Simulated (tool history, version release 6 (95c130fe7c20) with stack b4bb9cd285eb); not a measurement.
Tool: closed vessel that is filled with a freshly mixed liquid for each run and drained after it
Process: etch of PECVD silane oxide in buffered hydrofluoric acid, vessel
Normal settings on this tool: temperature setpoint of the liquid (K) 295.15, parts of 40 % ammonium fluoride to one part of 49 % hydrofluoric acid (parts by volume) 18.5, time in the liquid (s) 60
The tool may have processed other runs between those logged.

run	hour	temperature setpoint of the liquid (K)	parts of 40 % ammonium fluoride to one part of 49 % hydrofluoric acid (parts by volume)	time in the liquid (s)	wafers since the last listed run	hours since the thermometer was replaced	hours since the hydrofluoric acid flow meter was replaced	hours since the gauge calibration	read-back film thickness of the PECVD silane oxide reference wafer, read on the same gauge (nm)	thickness taken off the PECVD silane oxide on a monitor wafer (nm)
1	0.0	295.15	18.5	60	0	1431.6	1390.8	391.8	90.00	103.78
2	17.2	295.15	18.5	60	1213	1448.8	1408.0	409.0	90.00	102.49
3	35.6	295.15	18.5	60	1298	1467.2	1426.4	427.4	90.02	103.67
4	63.8	295.15	18.5	60	1989	1495.4	1454.6	455.6	90.01	103.33
5	99.2	295.15	18.5	60	2497	1530.8	1490.0	491.0	90.00	103.15
6	129.2	295.15	18.5	45	2116	1560.8	1520.0	521.0	89.98	78.18
7	159.1	295.15	18.5	80	2109	1590.7	1549.9	550.9	90.02	137.81
8	185.4	295.15	18.5	60	1855	1617.0	1576.2	577.2	89.98	103.58
9	217.1	295.15	18.5	60	2236	1648.7	1607.9	608.9	90.02	104.55
10	245.9	295.15	18.5	60	2032	1677.5	1636.7	637.7	89.99	104.68
# hour 271.9: gauge calibrated
11	279.7	295.15	14.5	60	2384	1711.3	1670.5	7.8	90.00	132.84
12	315.7	293.65	18.5	60	2540	1747.3	1706.5	43.8	90.00	96.37
13	328.8	293.65	18.5	60	924	1760.4	1719.6	56.9	90.00	95.68
14	346.2	295.15	18.5	60	1227	1777.8	1737.0	74.3	89.99	105.25
15	370.9	295.15	18.5	60	1742	1802.5	1761.7	99.0	90.01	104.69
16	394.8	295.15	18.5	60	1686	1826.4	1785.6	122.9	90.02	105.16
17	424.0	290.65	18.5	60	2060	1855.6	1814.8	152.1	90.01	82.01
18	439.6	295.15	16.0	60	1100	1871.2	1830.4	167.7	89.99	122.16
19	464.7	295.15	11.5	90	1771	1896.3	1855.5	192.8	89.99	249.17
20	483.0	296.65	18.5	60	1291	1914.6	1873.8	211.1	89.99	114.65
21	512.0	298.65	18.5	60	2046	1943.6	1902.8	240.1	90.03	127.54
# hour 515.1: thermometer replaced
22	526.7	295.15	24.0	95	966	11.6	1917.5	254.8	89.98	132.97
# hour 530.9: hydrofluoric acid flow meter replaced
23	556.0	297.15	25.0	30	1996	40.9	25.1	284.1	90.02	42.22
24	591.6	293.65	14.5	45	2511	76.5	60.7	319.7	90.02	82.84
25	615.3	296.65	25.0	85	1672	100.2	84.4	343.4	90.00	116.18
26	647.7	295.15	18.5	60	2286	132.6	116.8	375.8	90.01	95.36
27	664.4	292.15	14.0	60	1178	149.3	133.5	392.5	89.99	107.49
28	699.8	295.15	23.5	30	2497	184.7	168.9	427.9	90.00	39.77
29	719.8	295.15	18.5	60	1411	204.7	188.9	447.9	90.00	95.94
30	745.5	293.15	23.5	50	1813	230.4	214.6	473.6	90.00	58.59

Here are 3 independent what-if runs from the current tool condition. What would each one return?
A	746.2	292.65	18.5	60	49	231.1	215.3	474.3	?	?
B	746.2	295.15	15.0	60	49	231.1	215.3	474.3	?	?
C	746.2	295.15	18.5	75	49	231.1	215.3	474.3	?	?

run	read-back film thickness of the PECVD silane oxide reference wafer, read on the same gauge (nm)	thickness taken off the PECVD silane oxide on a monitor wafer (nm)
A	89.99	83.83
B	89.99	118.51
C	89.99	120.49
Had the tool no hidden state, the same runs would have come out as:
run	thickness taken off the PECVD silane oxide on a monitor wafer (nm)
A	82.52
B	116.66
C	118.61
